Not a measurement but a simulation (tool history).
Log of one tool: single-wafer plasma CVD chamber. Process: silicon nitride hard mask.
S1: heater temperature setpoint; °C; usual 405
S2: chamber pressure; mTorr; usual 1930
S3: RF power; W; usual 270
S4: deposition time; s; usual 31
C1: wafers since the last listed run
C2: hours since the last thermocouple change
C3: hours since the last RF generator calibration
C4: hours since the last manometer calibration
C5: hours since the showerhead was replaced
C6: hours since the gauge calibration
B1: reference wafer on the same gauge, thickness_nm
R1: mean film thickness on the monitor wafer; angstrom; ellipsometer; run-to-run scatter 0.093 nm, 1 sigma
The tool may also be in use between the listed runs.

run     day   S1    S2   S3  S4    C1      C2      C3     C4      C5     C6      B1      R1
  1       0  405  1930  245  31     0  1059.3  2024.7  630.9  3329.2  315.9  34.728  335.83
  2   1.096  405  1930  270  31   424  1085.6    2051  657.2  3355.5  342.2  34.703  353.95
  3   2.275  405  1930  270  31   456  1113.9  2079.3  685.5  3383.8  370.5  34.682  356.05
  4   7.742  405  1930  270  31  2118  1245.1  2210.5  816.7    3515  501.7  34.699  356.05
  5  10.725  405  1930  270  31  1156  1316.7  2282.1  888.3  3586.6  573.3   34.69  354.43
     11.879  -- gauge calibrated
  6  12.442  405  1930  270  31   665  1357.9  2323.3  929.5  3627.8   13.5  34.691  353.77
  7  14.162  405  1930  270  31   666  1399.2  2364.6  970.8  3669.1   54.8  34.683  351.72

Forecast run 8:
     15.479  -- thermocouple changed; heater temperature recalibrated
  8  16.229  405  1570  240  31  671  18  2414.2  1020.4  3718.7  104.4   ?   ?

Run 8 yielded B1 34.691, R1 295.11 angstrom.
Were there no unlogged condition in the tool, this run, its random variation unchanged, would have produced R1 312.78 angstrom.
